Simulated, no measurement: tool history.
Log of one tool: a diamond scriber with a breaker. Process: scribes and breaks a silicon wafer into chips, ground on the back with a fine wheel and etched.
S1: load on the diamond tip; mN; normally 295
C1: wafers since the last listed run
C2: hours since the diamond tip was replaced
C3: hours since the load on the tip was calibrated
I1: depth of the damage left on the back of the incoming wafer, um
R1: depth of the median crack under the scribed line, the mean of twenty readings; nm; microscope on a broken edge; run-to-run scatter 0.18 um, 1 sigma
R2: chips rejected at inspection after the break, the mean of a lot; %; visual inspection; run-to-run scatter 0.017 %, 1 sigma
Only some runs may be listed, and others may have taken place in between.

run 1 hour=0 | S1=295 | C1=0 C2=148.6 C3=624.7 | I1=0.62 | R1=9590 R2=0.98
run 2 hour=16.5 | S1=295 | C1=40 C2=165.1 C3=641.2 | I1=0.65 | R1=9270 R2=1.19
run 3 hour=33.6 | S1=295 | C1=42 C2=182.2 C3=658.3 | I1=0.39 | R1=9240 R2=1.41
run 4 hour=41.2 | S1=359 | C1=18 C2=189.8 C3=665.9 | I1=0.69 | R1=10410 R2=0.7
-- hour=68.7 diamond tip replaced by a new one
run 5 hour=71.3 | S1=346 | C1=69 C2=2.6 C3=696 | I1=0.48 | R1=8880 R2=2.91
run 6 hour=84.1 | S1=346 | C1=31 C2=15.4 C3=708.8 | I1=0.5 | R1=9010 R2=3.05
run 7 hour=97.6 | S1=295 | C1=33 C2=28.9 C3=722.3 | I1=0.38 | R1=8070 R2=6.72
run 8 hour=113.9 | S1=295 | C1=40 C2=45.2 C3=738.6 | I1=0.62 | R1=8080 R2=6.99
run 9 hour=126.9 | S1=315 | C1=32 C2=58.2 C3=751.6 | I1=0.77 | R1=8530 R2=6.09
run 10 hour=133.3 | S1=237 | C1=15 C2=64.6 C3=758 | I1=0.79 | R1=7490 R2=16.24
run 11 hour=142.3 | S1=237 | C1=22 C2=73.6 C3=767 | I1=0.45 | R1=7170 R2=17.24
run 12 hour=152.4 | S1=271 | C1=24 C2=83.7 C3=777.1 | I1=0.48 | R1=7600 R2=11.75
-- hour=158.4 diamond tip replaced by a new one, repeated, since the last time left the tool worse
run 13 hour=161.2 | S1=295 | C1=16 C2=2.8 C3=785.9 | I1=0.39 | R1=10030 R2=0.55
run 14 hour=171.2 | S1=295 | C1=24 C2=12.8 C3=795.9 | I1=0.43 | R1=10030 R2=0.55
run 15 hour=186.8 | S1=295 | C1=38 C2=28.4 C3=811.5 | I1=0.47 | R1=9830 R2=0.52
-- hour=204.8 load on the tip recalibrated
run 16 hour=205.3 | S1=351 | C1=40 C2=46.9 C3=0.5 | I1=0.4 | R1=10960 R2=1.66
run 17 hour=216.6 | S1=351 | C1=27 C2=58.2 C3=11.8 | I1=0.78 | R1=10640 R2=1.62
run 18 hour=223.6 | S1=351 | C1=17 C2=65.2 C3=18.8 | I1=0.53 | R1=10840 R2=1.61
run 19 hour=240 | S1=266 | C1=40 C2=81.6 C3=35.2 | I1=0.44 | R1=9170 R2=1.27
run 20 hour=248.5 | S1=270 | C1=21 C2=90.1 C3=43.7 | I1=0.45 | R1=9620 R2=1.19
run 21 hour=261.2 | S1=241 | C1=31 C2=102.8 C3=56.4 | I1=0.57 | R1=9100 R2=3.2
run 22 hour=275 | S1=343 | C1=34 C2=116.6 C3=70.2 | I1=0.57 | R1=10370 R2=0.96
run 23 hour=284.4 | S1=363 | C1=23 C2=126 C3=79.6 | I1=0.45 | R1=10650 R2=1.45
run 24 hour=292.9 | S1=367 | C1=21 C2=134.5 C3=88.1 | I1=0.3 | R1=10530 R2=1.55
run 25 hour=303 | S1=341 | C1=24 C2=144.6 C3=98.2 | I1=0.69 | R1=10510 R2=0.75
run 26 hour=316 | S1=295 | C1=32 C2=157.6 C3=111.2 | I1=0.64 | R1=9570 R2=1.02
run 27 hour=323.5 | S1=382 | C1=18 C2=165.1 C3=118.7 | I1=0.42 | R1=11050 R2=1.64
run 28 hour=337.6 | S1=295 | C1=34 C2=179.2 C3=132.8 | I1=0.46 | R1=9500 R2=1.29
run 29 hour=348.8 | S1=366 | C1=27 C2=190.4 C3=144 | I1=0.75 | R1=10240 R2=0.83
-- hour=361.7 diamond tip replaced by a new one
run 30 hour=366.8 | S1=346 | C1=39 C2=5.1 C3=162 | I1=0.32 | R1=11000 R2=1.48
run 31 hour=376.4 | S1=222 | C1=23 C2=14.7 C3=171.6 | I1=0.34 | R1=8860 R2=4.06
run 32 hour=389.9 | S1=295 | C1=33 C2=28.2 C3=185.1 | I1=0.54 | R1=10000 R2=0.6
run 33 hour=396.5 | S1=213 | C1=16 C2=34.8 C3=191.7 | I1=0.63 | R1=8620 R2=5.06
run 34 hour=407.7 | S1=370 | C1=27 C2=46 C3=202.9 | I1=0.41 | R1=11130 R2=2.54
run 35 hour=416 | S1=352 | C1=20 C2=54.3 C3=211.2 | I1=0.56 | R1=10620 R2=1.57
run 36 hour=429.6 | S1=295 | C1=33 C2=67.9 C3=224.8 | I1=0.77 | R1=10040 R2=0.66
run 37 hour=439.4 | S1=212 | C1=24 C2=77.7 C3=234.6 | I1=0.45 | R1=8670 R2=5.72
run 38 hour=450.9 | S1=246 | C1=28 C2=89.2 C3=246.1 | I1=0.79 | R1=9190 R2=2.57
run 39 hour=467.1 | S1=238 | C1=40 C2=105.4 C3=262.3 | I1=0.74 | R1=8760 R2=3.3
run 40 hour=483.5 | S1=261 | C1=40 C2=121.8 C3=278.7 | I1=0.74 | R1=9120 R2=2.17
run 41 hour=497.2 | S1=235 | C1=33 C2=135.5 C3=292.4 | I1=0.32 | R1=8340 R2=4.48

Consider 5 possible next runs. They are alternatives, not a sequence: every one starts from the tool as it was left by run 41. What does each give?
run A hour=497.9 | S1=258 | C1=1 C2=136.2 C3=293.1 | I1=0.61 | R1=? R2=?
run B hour=497.9 | S1=376 | C1=1 C2=136.2 C3=293.1 | I1=0.61 | R1=? R2=?
run C hour=497.9 | S1=353 | C1=1 C2=136.2 C3=293.1 | I1=0.61 | R1=? R2=?
run D hour=497.9 | S1=268 | C1=1 C2=136.2 C3=293.1 | I1=0.61 | R1=? R2=?
run E hour=497.9 | S1=369 | C1=1 C2=136.2 C3=293.1 | I1=0.61 | R1=? R2=?

run=A R1=9350 R2=2.63
run=B R1=11250 R2=1.75
run=C R1=10890 R2=1
run=D R1=9520 R2=2
run=E R1=11140 R2=1.49
With the hidden condition removed and each run's random variation left untouched, the same runs would have given:
run=A R1=9750 R2=1.34
run=B R1=11730 R2=3.28
run=C R1=11350 R2=2.04
run=D R1=9920 R2=0.97
run=E R1=11610 R2=2.87
